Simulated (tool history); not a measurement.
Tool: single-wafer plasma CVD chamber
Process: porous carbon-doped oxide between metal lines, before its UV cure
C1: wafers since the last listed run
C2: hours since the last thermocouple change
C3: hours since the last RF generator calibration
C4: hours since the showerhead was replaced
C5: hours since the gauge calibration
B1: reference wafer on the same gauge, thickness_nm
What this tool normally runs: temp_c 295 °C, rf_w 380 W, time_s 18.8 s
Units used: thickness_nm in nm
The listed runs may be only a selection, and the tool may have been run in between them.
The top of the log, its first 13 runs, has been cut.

Run 14, hour 1005.4: usual settings but temp_c 301 °C, rf_w 360 W; C1 2272; C2 1334.9; C3 1223.2; C4 5013.9; C5 905.2; B1 93.605. Result: thickness_nm 83.852 nm.
Run 15, hour 1325.7: usual settings but temp_c 301 °C, rf_w 360 W; C1 7802; C2 1655.2; C3 1543.5; C4 5334.2; C5 1225.5; B1 93.573. Result: thickness_nm 83.286 nm.
Run 16, hour 1396.4: usual settings; C1 1722; C2 1725.9; C3 1614.2; C4 5404.9; C5 1296.2; B1 93.631. Result: thickness_nm 89.323 nm.
Run 17, hour 1466.6: usual settings but temp_c 288 °C, time_s 16.4 s; C1 1710; C2 1796.1; C3 1684.4; C4 5475.1; C5 1366.4; B1 93.625. Result: thickness_nm 81.161 nm.
At hour 1502.4: showerhead replaced.
Run 18, hour 1719.4: usual settings but temp_c 289 °C; C1 5963; C2 2048.9; C3 1937.2; C4 217.0; C5 1619.2; B1 93.724. Result: thickness_nm 91.338 nm.
Run 19, hour 1967.2: usual settings; C1 6036; C2 2296.7; C3 2185.0; C4 464.8; C5 1867.0; B1 93.623. Result: thickness_nm 88.389 nm.
Run 20, hour 2074.9: usual settings but temp_c 308 °C, rf_w 350 W, time_s 15.8 s; C1 2623; C2 2404.4; C3 2292.7; C4 572.5; C5 1974.7; B1 93.592. Result: thickness_nm 65.959 nm.
At hour 2095.4: gauge calibrated.
Run 21, hour 2150.3: usual settings; C1 1836; C2 2479.8; C3 2368.1; C4 647.9; C5 54.9; B1 93.564. Result: thickness_nm 87.679 nm.
At hour 2186.8: thermocouple changed; heater temperature recalibrated.
Run 22, hour 2187.3: usual settings but temp_c 290 °C, rf_w 410 W; C1 706; C2 0.5; C3 2405.1; C4 684.9; C5 91.9; B1 93.559. Result: thickness_nm 95.078 nm.
Run 23, hour 2243.7: usual settings but temp_c 303 °C, rf_w 435 W, time_s 15.8 s; C1 1373; C2 56.9; C3 2461.5; C4 741.3; C5 148.3; B1 93.646. Result: thickness_nm 78.152 nm.
At hour 2314.6: RF generator calibrated.
Run 24, hour 2320.8: usual settings but rf_w 325 W; C1 1683; C2 134.0; C3 6.2; C4 818.4; C5 225.4; B1 93.541. Result: thickness_nm 80.691 nm.
Run 25, hour 2393.0: usual settings but temp_c 282 °C, time_s 16.5 s; C1 1758; C2 206.2; C3 78.4; C4 890.6; C5 297.6; B1 93.608. Result: thickness_nm 85.514 nm.
Run 26, hour 2432.7: usual settings but temp_c 304 °C, rf_w 430 W, time_s 20.1 s; C1 967; C2 245.9; C3 118.1; C4 930.3; C5 337.3; B1 93.561. Result: thickness_nm 99.994 nm.
Run 27, hour 2481.8: usual settings but temp_c 305 °C, rf_w 325 W, time_s 16.3 s; C1 1196; C2 295.0; C3 167.2; C4 979.4; C5 386.4; B1 93.573. Result: thickness_nm 66.928 nm.
Run 28, hour 2563.7: usual settings but time_s 20.1 s; C1 1995; C2 376.9; C3 249.1; C4 1061.3; C5 468.3; B1 93.644. Result: thickness_nm 96.600 nm.
Run 29, hour 2603.6: usual settings; C1 971; C2 416.8; C3 289.0; C4 1101.2; C5 508.2; B1 93.580. Result: thickness_nm 90.025 nm.
Run 30, hour 2684.8: usual settings but temp_c 301 °C, rf_w 315 W, time_s 20.0 s; C1 1978; C2 498.0; C3 370.2; C4 1182.4; C5 589.4; B1 93.656. Result: thickness_nm 81.919 nm.
Run 31, hour 2782.1: usual settings but temp_c 289 °C, rf_w 355 W, time_s 22.0 s; C1 2370; C2 595.3; C3 467.5; C4 1279.7; C5 686.7; B1 93.585. Result: thickness_nm 103.418 nm.
Run 32, hour 2852.7: usual settings but temp_c 302 °C; C1 1719; C2 665.9; C3 538.1; C4 1350.3; C5 757.3; B1 93.540. Result: thickness_nm 87.133 nm.
Run 33, hour 2897.6: usual settings but time_s 21.8 s; C1 1093; C2 710.8; C3 583.0; C4 1395.2; C5 802.2; B1 93.551. Result: thickness_nm 104.335 nm.
Run 34, hour 2935.5: usual settings but temp_c 306 °C, rf_w 405 W, time_s 16.0 s; C1 923; C2 748.7; C3 620.9; C4 1433.1; C5 840.1; B1 93.561. Result: thickness_nm 76.509 nm.
Run 35, hour 3002.9: usual settings but time_s 21.3 s; C1 1641; C2 816.1; C3 688.3; C4 1500.5; C5 907.5; B1 93.702. Result: thickness_nm 101.420 nm.

Predict each of these 3 candidate next runs independently; none follows another, all start after run 35:
Run A, hour 3003.3: usual settings; C1 9; C2 816.5; C3 688.7; C4 1500.9; C5 907.9; B1 ?. Result: thickness_nm ?.
Run B, hour 3003.3: usual settings but temp_c 301 °C, rf_w 315 W; C1 9; C2 816.5; C3 688.7; C4 1500.9; C5 907.9; B1 ?. Result: thickness_nm ?.
Run C, hour 3003.3: usual settings but temp_c 288 °C, rf_w 325 W, time_s 17.3 s; C1 9; C2 816.5; C3 688.7; C4 1500.9; C5 907.9; B1 ?. Result: thickness_nm ?.

run      B1  thickness_nm
  A  93.594        90.064
  B  93.594        76.600
  C  93.594        77.269
With the hidden condition removed and each run's random variation left untouched, the same runs would have given:
run  thickness_nm
  A        90.282
  B        76.784
  C        77.456
